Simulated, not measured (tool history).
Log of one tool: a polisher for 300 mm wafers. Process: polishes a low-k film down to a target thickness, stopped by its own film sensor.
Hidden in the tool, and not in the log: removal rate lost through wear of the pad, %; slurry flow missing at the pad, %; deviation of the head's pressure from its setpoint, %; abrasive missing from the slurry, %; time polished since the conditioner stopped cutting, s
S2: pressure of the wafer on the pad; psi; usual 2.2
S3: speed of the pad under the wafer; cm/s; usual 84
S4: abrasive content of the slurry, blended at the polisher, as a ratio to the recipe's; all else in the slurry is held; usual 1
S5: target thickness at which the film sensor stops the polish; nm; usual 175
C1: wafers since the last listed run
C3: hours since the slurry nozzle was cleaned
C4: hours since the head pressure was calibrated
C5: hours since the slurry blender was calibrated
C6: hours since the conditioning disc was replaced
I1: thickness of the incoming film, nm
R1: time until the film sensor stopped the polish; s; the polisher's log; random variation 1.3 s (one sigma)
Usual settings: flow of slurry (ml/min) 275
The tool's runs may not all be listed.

run 1 day=0 | flow_of_slurry_(ml/min)=275 S2=2.2 S3=84 S4=1 S5=175 | C1=0 wafers_polished_on_this_pad=242 C3=230.7 C4=1251.3 C5=126.1 C6=46.5 | I1=220.2 | R1=106.7
-- day=1.125 slurry blender recalibrated
run 2 day=1.212 | flow_of_slurry_(ml/min)=275 S2=2.2 S3=84 S4=1 S5=175 | C1=181 wafers_polished_on_this_pad=423 C3=259.8 C4=1280.4 C5=2.1 C6=75.6 | I1=220.9 | R1=113.3
-- day=2.058 head pressure recalibrated
run 3 day=3.192 | flow_of_slurry_(ml/min)=275 S2=2.2 S3=84 S4=1 S5=175 | C1=303 wafers_polished_on_this_pad=727 C3=307.3 C4=27.2 C5=49.6 C6=123.1 | I1=215.3 | R1=100
run 4 day=3.796 | flow_of_slurry_(ml/min)=245 S2=2.2 S3=72 S4=1 S5=175 | C1=96 wafers_polished_on_this_pad=823 C3=321.8 C4=41.7 C5=64.1 C6=137.6 | I1=222.8 | R1=136.1
run 5 day=4.438 | flow_of_slurry_(ml/min)=255 S2=2.2 S3=84 S4=1 S5=175 | C1=102 wafers_polished_on_this_pad=926 C3=337.2 C4=57.1 C5=79.5 C6=153 | I1=217.6 | R1=107.2
run 6 day=5.342 | flow_of_slurry_(ml/min)=255 S2=2.2 S3=84 S4=1 S5=175 | C1=144 wafers_polished_on_this_pad=1071 C3=358.9 C4=78.8 C5=101.2 C6=174.7 | I1=222.6 | R1=122.4
-- day=6.512 worn pad replaced by a new one
run 7 day=6.533 | flow_of_slurry_(ml/min)=275 S2=2.2 S3=62 S4=1 S5=175 | C1=164 wafers_polished_on_this_pad=3 C3=387.5 C4=107.4 C5=129.8 C6=203.3 | I1=219.4 | R1=132.5
run 8 day=7.554 | flow_of_slurry_(ml/min)=275 S2=2.2 S3=62 S4=1 S5=175 | C1=163 wafers_polished_on_this_pad=167 C3=412 C4=131.9 C5=154.3 C6=227.8 | I1=216.4 | R1=124.1
run 9 day=8.446 | flow_of_slurry_(ml/min)=220 S2=2.2 S3=84 S4=1 S5=175 | C1=142 wafers_polished_on_this_pad=310 C3=433.4 C4=153.3 C5=175.7 C6=249.2 | I1=218.4 | R1=110.2
-- day=8.783 slurry blender recalibrated
run 10 day=9.704 | flow_of_slurry_(ml/min)=275 S2=2.2 S3=84 S4=1 S5=175 | C1=188 wafers_polished_on_this_pad=498 C3=463.6 C4=183.5 C5=22.1 C6=279.4 | I1=219.7 | R1=110.9
run 11 day=10.288 | flow_of_slurry_(ml/min)=275 S2=2.2 S3=84 S4=1 S5=175 | C1=93 wafers_polished_on_this_pad=592 C3=477.6 C4=197.5 C5=36.1 C6=293.4 | I1=219.9 | R1=112.8
run 12 day=11.371 | flow_of_slurry_(ml/min)=275 S2=2.9 S3=84 S4=1 S5=175 | C1=173 wafers_polished_on_this_pad=765 C3=503.6 C4=223.5 C5=62.1 C6=319.4 | I1=222.3 | R1=93.7
run 13 day=12.229 | flow_of_slurry_(ml/min)=275 S2=2.2 S3=84 S4=0.75 S5=171 | C1=137 wafers_polished_on_this_pad=903 C3=524.2 C4=244.1 C5=82.7 C6=340 | I1=219.5 | R1=131.5
-- day=13.083 conditioning disc replaced and pad reconditioned
run 14 day=13.246 | flow_of_slurry_(ml/min)=275 S2=2.2 S3=84 S4=1 S5=175 | C1=149 wafers_polished_on_this_pad=1053 C3=548.6 C4=268.5 C5=107.1 C6=3.9 | I1=216.1 | R1=103.1
-- day=13.779 worn pad replaced by a new one
run 15 day=14.108 | flow_of_slurry_(ml/min)=275 S2=2.2 S3=84 S4=1.25 S5=175 | C1=111 wafers_polished_on_this_pad=52 C3=569.3 C4=289.2 C5=127.8 C6=24.6 | I1=221.9 | R1=102.1
-- day=15.338 slurry blender recalibrated
run 16 day=15.362 | flow_of_slurry_(ml/min)=275 S2=2.2 S3=84 S4=1 S5=162 | C1=187 wafers_polished_on_this_pad=240 C3=599.4 C4=319.3 C5=0.6 C6=54.7 | I1=217.6 | R1=135.4
run 17 day=16.679 | flow_of_slurry_(ml/min)=275 S2=2.2 S3=84 S4=1 S5=175 | C1=211 wafers_polished_on_this_pad=451 C3=631 C4=350.9 C5=32.2 C6=86.3 | I1=220.4 | R1=114.5
-- day=17.338 slurry nozzle cleaned
run 18 day=17.621 | flow_of_slurry_(ml/min)=275 S2=2.2 S3=84 S4=1 S5=183 | C1=144 wafers_polished_on_this_pad=595 C3=6.8 C4=373.5 C5=54.8 C6=108.9 | I1=216.6 | R1=83.8
run 19 day=18.342 | flow_of_slurry_(ml/min)=275 S2=2.2 S3=84 S4=1 S5=175 | C1=115 wafers_polished_on_this_pad=711 C3=24.1 C4=390.8 C5=72.1 C6=126.2 | I1=224.7 | R1=122.4
run 20 day=19.725 | flow_of_slurry_(ml/min)=275 S2=2.2 S3=84 S4=1 S5=175 | C1=221 wafers_polished_on_this_pad=933 C3=57.3 C4=424 C5=105.3 C6=159.4 | I1=222.5 | R1=117.8
-- day=20.592 worn pad replaced by a new one
run 21 day=21.167 | flow_of_slurry_(ml/min)=275 S2=2.9 S3=106 S4=1.1 S5=175 | C1=204 wafers_polished_on_this_pad=92 C3=91.9 C4=458.6 C5=139.9 C6=194 | I1=217.9 | R1=65.3

Run 22 comes next. What will it give?
run 22 day=22.183 | flow_of_slurry_(ml/min)=300 S2=2 S3=84 S4=1.3 S5=161 | C1=163 wafers_polished_on_this_pad=255 C3=116.3 C4=483 C5=164.3 C6=218.4 | I1=220.8 | R1=?

Run 22 gave R1 145.8 s.
Without the tool's hidden state the same run would have given R1 137.3 s.
